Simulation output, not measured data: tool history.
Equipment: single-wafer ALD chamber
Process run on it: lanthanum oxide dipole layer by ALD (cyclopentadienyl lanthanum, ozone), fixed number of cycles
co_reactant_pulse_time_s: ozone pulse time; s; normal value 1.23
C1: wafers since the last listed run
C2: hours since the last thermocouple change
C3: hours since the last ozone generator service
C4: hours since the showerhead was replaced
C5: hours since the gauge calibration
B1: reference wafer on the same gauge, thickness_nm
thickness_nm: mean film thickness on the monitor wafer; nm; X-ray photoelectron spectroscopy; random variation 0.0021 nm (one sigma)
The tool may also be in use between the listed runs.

run 1 day=0.000 | co_reactant_pulse_time_s=1.23 | C1=0 C2=1569.5 C3=711.2 C4=2855.6 C5=76.2 | B1=0.556 | thickness_nm=0.478
run 2 day=0.696 | co_reactant_pulse_time_s=1.23 | C1=261 C2=1586.2 C3=727.9 C4=2872.3 C5=92.9 | B1=0.556 | thickness_nm=0.482
run 3 day=1.250 | co_reactant_pulse_time_s=1.23 | C1=208 C2=1599.5 C3=741.2 C4=2885.6 C5=106.2 | B1=0.556 | thickness_nm=0.483
run 4 day=1.500 | co_reactant_pulse_time_s=1.43 | C1=93 C2=1605.5 C3=747.2 C4=2891.6 C5=112.2 | B1=0.556 | thickness_nm=0.522
run 5 day=1.862 | co_reactant_pulse_time_s=1.43 | C1=136 C2=1614.2 C3=755.9 C4=2900.3 C5=120.9 | B1=0.556 | thickness_nm=0.515
run 6 day=2.512 | co_reactant_pulse_time_s=1.43 | C1=243 C2=1629.8 C3=771.5 C4=2915.9 C5=136.5 | B1=0.556 | thickness_nm=0.516
run 7 day=2.975 | co_reactant_pulse_time_s=1.08 | C1=173 C2=1640.9 C3=782.6 C4=2927.0 C5=147.6 | B1=0.556 | thickness_nm=0.433
run 8 day=3.533 | co_reactant_pulse_time_s=1.08 | C1=209 C2=1654.3 C3=796.0 C4=2940.4 C5=161.0 | B1=0.556 | thickness_nm=0.431
run 9 day=4.121 | co_reactant_pulse_time_s=1.23 | C1=220 C2=1668.4 C3=810.1 C4=2954.5 C5=175.1 | B1=0.556 | thickness_nm=0.478
run 10 day=4.833 | co_reactant_pulse_time_s=1.23 | C1=267 C2=1685.5 C3=827.2 C4=2971.6 C5=192.2 | B1=0.556 | thickness_nm=0.475
run 11 day=5.338 | co_reactant_pulse_time_s=1.23 | C1=189 C2=1697.6 C3=839.3 C4=2983.7 C5=204.3 | B1=0.556 | thickness_nm=0.475
-- day=5.671 showerhead replaced
run 12 day=5.729 | co_reactant_pulse_time_s=1.23 | C1=21 C2=1707.0 C3=848.7 C4=1.4 C5=213.7 | B1=0.556 | thickness_nm=0.477
run 13 day=6.388 | co_reactant_pulse_time_s=1.23 | C1=247 C2=1722.8 C3=864.5 C4=17.2 C5=229.5 | B1=0.556 | thickness_nm=0.477
run 14 day=7.042 | co_reactant_pulse_time_s=1.23 | C1=245 C2=1738.5 C3=880.2 C4=32.9 C5=245.2 | B1=0.556 | thickness_nm=0.474
run 15 day=7.583 | co_reactant_pulse_time_s=1.41 | C1=203 C2=1751.5 C3=893.2 C4=45.9 C5=258.2 | B1=0.556 | thickness_nm=0.510
-- day=8.258 thermocouple changed; heater temperature recalibrated
run 16 day=8.908 | co_reactant_pulse_time_s=1.61 | C1=372 C2=15.6 C3=925.0 C4=77.7 C5=290.0 | B1=0.556 | thickness_nm=0.541
-- day=9.325 ozone generator serviced
run 17 day=9.346 | co_reactant_pulse_time_s=0.85 | C1=39 C2=26.1 C3=0.5 C4=88.2 C5=300.5 | B1=0.556 | thickness_nm=0.399
-- day=9.550 gauge calibrated
run 18 day=9.921 | co_reactant_pulse_time_s=0.89 | C1=215 C2=39.9 C3=14.3 C4=102.0 C5=8.9 | B1=0.556 | thickness_nm=0.419
run 19 day=10.504 | co_reactant_pulse_time_s=1.23 | C1=218 C2=53.9 C3=28.3 C4=116.0 C5=22.9 | B1=0.555 | thickness_nm=0.526
run 20 day=11.117 | co_reactant_pulse_time_s=1.23 | C1=229 C2=68.6 C3=43.0 C4=130.7 C5=37.6 | B1=0.556 | thickness_nm=0.525
run 21 day=11.429 | co_reactant_pulse_time_s=0.88 | C1=117 C2=76.1 C3=50.5 C4=138.2 C5=45.1 | B1=0.556 | thickness_nm=0.409
run 22 day=11.875 | co_reactant_pulse_time_s=1.23 | C1=167 C2=86.8 C3=61.2 C4=148.9 C5=55.8 | B1=0.556 | thickness_nm=0.528

Estimate the outcome of run 23 from the log above:
run 23 day=12.183 | co_reactant_pulse_time_s=1.43 | C1=115 C2=94.2 C3=68.6 C4=156.3 C5=63.2 | B1=? | thickness_nm=?

{"run 23": {"B1": 0.556, "thickness_nm": 0.548}}
Without the tool's hidden state the same run would have given thickness_nm 0.553 nm.
